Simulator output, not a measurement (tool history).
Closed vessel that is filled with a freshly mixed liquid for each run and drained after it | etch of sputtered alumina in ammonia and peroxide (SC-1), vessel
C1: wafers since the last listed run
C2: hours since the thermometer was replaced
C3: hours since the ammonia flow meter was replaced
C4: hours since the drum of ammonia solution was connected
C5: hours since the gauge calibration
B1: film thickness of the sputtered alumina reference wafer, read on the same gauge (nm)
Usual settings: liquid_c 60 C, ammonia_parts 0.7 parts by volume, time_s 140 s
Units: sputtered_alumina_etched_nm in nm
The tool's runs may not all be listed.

Run 1, hour 0: usual settings but time_s 170 s; C1 0; C2 3216.3; C3 1183.1; C4 982.8; C5 478.6; B1 140.01. Result: sputtered_alumina_etched_nm 15.74 nm.
Run 2, hour 21.8: usual settings but time_s 170 s; C1 1700; C2 3238.1; C3 1204.9; C4 1004.6; C5 500.4; B1 140. Result: sputtered_alumina_etched_nm 15.63 nm.
Run 3, hour 55.2: usual settings but ammonia_parts 0.55 parts by volume; C1 2605; C2 3271.5; C3 1238.3; C4 1038; C5 533.8; B1 140. Result: sputtered_alumina_etched_nm 12.56 nm.
Run 4, hour 68.3: usual settings but ammonia_parts 0.55 parts by volume; C1 1022; C2 3284.6; C3 1251.4; C4 1051.1; C5 546.9; B1 139.99. Result: sputtered_alumina_etched_nm 12.61 nm.
Run 5, hour 89: usual settings but ammonia_parts 0.55 parts by volume; C1 1615; C2 3305.3; C3 1272.1; C4 1071.8; C5 567.6; B1 140.01. Result: sputtered_alumina_etched_nm 12.63 nm.
At hour 91.7: thermometer replaced.
At hour 109.3: new drum of ammonia solution connected.
Run 6, hour 111: usual settings but liquid_c 64 C, time_s 185 s; C1 1560; C2 19.3; C3 1294.1; C4 1.7; C5 589.6; B1 140.01. Result: sputtered_alumina_etched_nm 20.82 nm.
Run 7, hour 127.5: usual settings; C1 1287; C2 35.8; C3 1310.6; C4 18.2; C5 606.1; B1 140. Result: sputtered_alumina_etched_nm 13.01 nm.
Run 8, hour 144: usual settings; C1 1287; C2 52.3; C3 1327.1; C4 34.7; C5 622.6; B1 140.01. Result: sputtered_alumina_etched_nm 13.07 nm.
Run 9, hour 170.5: usual settings; C1 2067; C2 78.8; C3 1353.6; C4 61.2; C5 649.1; B1 140.01. Result: sputtered_alumina_etched_nm 12.86 nm.
Run 10, hour 187.4: usual settings but liquid_c 55 C, ammonia_parts 0.55 parts by volume, time_s 190 s; C1 1318; C2 95.7; C3 1370.5; C4 78.1; C5 666; B1 139.99. Result: sputtered_alumina_etched_nm 13.22 nm.
Run 11, hour 208.6: usual settings but liquid_c 54.5 C; C1 1654; C2 116.9; C3 1391.7; C4 99.3; C5 687.2; B1 139.97. Result: sputtered_alumina_etched_nm 9.69 nm.
Run 12, hour 233: usual settings but time_s 165 s; C1 1903; C2 141.3; C3 1416.1; C4 123.7; C5 711.6; B1 140.01. Result: sputtered_alumina_etched_nm 15.26 nm.
Run 13, hour 248.6: usual settings but ammonia_parts 0.9 parts by volume; C1 1217; C2 156.9; C3 1431.7; C4 139.3; C5 727.2; B1 140. Result: sputtered_alumina_etched_nm 13.35 nm.
Run 14, hour 280.5: usual settings but liquid_c 55 C, time_s 55 s; C1 2488; C2 188.8; C3 1463.6; C4 171.2; C5 759.1; B1 139.99. Result: sputtered_alumina_etched_nm 3.93 nm.
Run 15, hour 313.2: usual settings; C1 2551; C2 221.5; C3 1496.3; C4 203.9; C5 791.8; B1 139.99. Result: sputtered_alumina_etched_nm 12.82 nm.
At hour 327.3: gauge calibrated.
At hour 331.8: ammonia flow meter replaced.
Run 16, hour 336.5: usual settings; C1 1739; C2 244.8; C3 4.7; C4 227.2; C5 9.2; B1 140.01. Result: sputtered_alumina_etched_nm 12.9 nm.
Run 17, hour 354.3: usual settings but liquid_c 68 C; C1 1388; C2 262.6; C3 22.5; C4 245; C5 27; B1 140. Result: sputtered_alumina_etched_nm 19.13 nm.
Run 18, hour 386: usual settings but liquid_c 68.5 C, ammonia_parts 0.9 parts by volume, time_s 220 s; C1 2473; C2 294.3; C3 54.2; C4 276.7; C5 58.7; B1 139.99. Result: sputtered_alumina_etched_nm 31.8 nm.
Run 19, hour 398.9: usual settings but liquid_c 67 C, ammonia_parts 1.05 parts by volume; C1 1006; C2 307.2; C3 67.1; C4 289.6; C5 71.6; B1 139.98. Result: sputtered_alumina_etched_nm 18.94 nm.
Run 20, hour 427.3: usual settings but ammonia_parts 1.05 parts by volume, time_s 220 s; C1 2215; C2 335.6; C3 95.5; C4 318; C5 100; B1 139.98. Result: sputtered_alumina_etched_nm 21.18 nm.
Run 21, hour 462.3: usual settings but liquid_c 65 C, time_s 195 s; C1 2730; C2 370.6; C3 130.5; C4 353; C5 135; B1 140. Result: sputtered_alumina_etched_nm 23.26 nm.
Run 22, hour 487.7: usual settings but liquid_c 65.5 C, ammonia_parts 0.55 parts by volume; C1 1981; C2 396; C3 155.9; C4 378.4; C5 160.4; B1 140.02. Result: sputtered_alumina_etched_nm 16.7 nm.
Run 23, hour 520.9: usual settings; C1 2590; C2 429.2; C3 189.1; C4 411.6; C5 193.6; B1 139.99. Result: sputtered_alumina_etched_nm 12.96 nm.
Run 24, hour 549.2: usual settings but liquid_c 69 C, ammonia_parts 0.5 parts by volume, time_s 85 s; C1 2208; C2 457.5; C3 217.4; C4 439.9; C5 221.9; B1 139.99. Result: sputtered_alumina_etched_nm 12 nm.
Run 25, hour 577.9: usual settings but time_s 195 s; C1 2239; C2 486.2; C3 246.1; C4 468.6; C5 250.6; B1 140. Result: sputtered_alumina_etched_nm 18.03 nm.
Run 26, hour 612.6: usual settings but ammonia_parts 0.8 parts by volume; C1 2707; C2 520.9; C3 280.8; C4 503.3; C5 285.3; B1 139.98. Result: sputtered_alumina_etched_nm 13.03 nm.
Run 27, hour 631.7: usual settings but time_s 65 s; C1 1490; C2 540; C3 299.9; C4 522.4; C5 304.4; B1 140. Result: sputtered_alumina_etched_nm 6.02 nm.
Run 28, hour 652.7: usual settings but ammonia_parts 0.5 parts by volume; C1 1638; C2 561; C3 320.9; C4 543.4; C5 325.4; B1 139.99. Result: sputtered_alumina_etched_nm 12.59 nm.
Run 29, hour 687.7: usual settings; C1 2730; C2 596; C3 355.9; C4 578.4; C5 360.4; B1 140.01. Result: sputtered_alumina_etched_nm 13.01 nm.

3 ways to go on from here, each from the tool as it stands after run 29. What would each give?
Run A, hour 688.4: usual settings; C1 54; C2 596.7; C3 356.6; C4 579.1; C5 361.1; B1 ?. Result: sputtered_alumina_etched_nm ?.
Run B, hour 688.4: usual settings but liquid_c 57 C, ammonia_parts 0.5 parts by volume, time_s 220 s; C1 54; C2 596.7; C3 356.6; C4 579.1; C5 361.1; B1 ?. Result: sputtered_alumina_etched_nm ?.
Run C, hour 688.4: usual settings but time_s 80 s; C1 54; C2 596.7; C3 356.6; C4 579.1; C5 361.1; B1 ?. Result: sputtered_alumina_etched_nm ?.

run      B1  sputtered_alumina_etched_nm
  A  139.99                        12.89
  B  139.99                         16.8
  C  139.99                         7.37
Without the tool's hidden state the same runs would have given:
run  sputtered_alumina_etched_nm
  A                        12.89
  B                         16.8
  C                         7.37
